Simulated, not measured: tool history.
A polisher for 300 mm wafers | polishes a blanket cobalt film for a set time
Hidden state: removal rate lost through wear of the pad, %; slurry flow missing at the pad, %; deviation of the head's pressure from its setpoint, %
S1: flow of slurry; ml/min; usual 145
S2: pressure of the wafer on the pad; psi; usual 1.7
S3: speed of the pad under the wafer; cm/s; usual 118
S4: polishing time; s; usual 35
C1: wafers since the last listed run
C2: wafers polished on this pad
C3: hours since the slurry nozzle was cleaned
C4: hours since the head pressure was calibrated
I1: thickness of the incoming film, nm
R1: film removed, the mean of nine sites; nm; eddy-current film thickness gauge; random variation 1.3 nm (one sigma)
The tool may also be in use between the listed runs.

run,day,S1,S2,S3,S4,C1,C2,C3,C4,I1,R1
1,0.000,145,1.9,118,35,0,5004,485.1,705.4,922.1,197.0
2,1.950,145,1.9,118,35,804,5808,531.9,752.2,925.4,199.2
# day 2.250: worn pad replaced by a new one
3,3.450,145,2.0,118,35,549,495,567.9,788.2,920.2,207.5
# day 4.167: slurry nozzle cleaned
4,5.092,145,2.0,118,35,659,1155,22.2,827.6,915.4,207.8
5,6.729,145,1.7,104,35,675,1830,61.5,866.9,926.0,162.6
6,8.338,145,1.7,104,35,663,2494,100.1,905.5,909.9,164.0
7,10.596,145,1.7,118,27,931,3425,154.3,959.7,911.3,137.4
8,13.296,145,1.7,118,27,1113,4539,219.1,1024.5,920.6,136.5
9,16.200,145,1.7,118,27,1197,5736,288.8,1094.2,922.9,137.8
# day 17.033: worn pad replaced by a new one
10,18.450,145,1.7,132,41,859,584,342.8,1148.2,899.2,221.6
11,20.650,145,1.7,132,41,907,1491,395.6,1201.0,915.8,225.6
12,22.879,145,1.7,132,41,919,2410,449.1,1254.5,919.0,223.6
13,25.271,145,1.7,118,35,986,3397,506.5,1311.9,914.7,174.7
# day 25.842: slurry nozzle cleaned
14,26.683,145,1.7,118,35,565,3962,20.2,1345.8,910.9,179.2
15,28.579,145,1.7,118,35,781,4744,65.7,1391.3,919.2,177.4
16,29.842,145,1.7,118,43,520,5265,96.0,1421.6,927.1,218.3
# day 30.062: worn pad replaced by a new one
17,31.600,145,1.7,118,35,656,633,138.2,1463.8,932.4,174.4
18,34.571,95,1.5,152,44,1225,1859,209.5,1535.1,931.6,205.2
# day 35.954: head pressure recalibrated
19,36.650,145,2.2,78,26,823,2682,259.4,16.7,917.0,136.1
20,38.938,130,1.4,118,39,943,3625,314.3,71.6,911.1,157.7
21,40.425,145,1.7,118,35,613,4239,350.0,107.3,927.9,177.7
22,42.562,145,1.7,118,24,881,5120,401.3,158.6,939.9,119.8
# day 44.208: worn pad replaced by a new one
23,44.717,145,1.7,118,35,819,209,453.0,210.3,927.6,177.6
24,47.033,145,1.7,118,35,955,1164,508.6,265.9,922.2,177.8
25,49.212,145,1.7,118,35,898,2063,560.9,318.2,930.8,178.0
# day 50.371: slurry nozzle cleaned
26,51.458,145,1.4,118,35,909,2972,26.1,372.1,912.4,146.5
27,53.529,120,1.4,96,27,854,3826,75.8,421.8,926.1,96.4
28,54.712,145,1.7,82,35,488,4314,104.2,450.2,916.0,143.1
29,57.525,100,1.7,118,35,1159,5474,171.7,517.7,918.6,160.9

Forecast run 30:
# day 59.817: worn pad replaced by a new one
30,63.767,160,1.7,80,30,2505,1628,321.5,667.5,913.4,?

{"run 30": {"R1": 125.6}}
Without the tool's hidden state the same run would have given R1 125.6 nm.
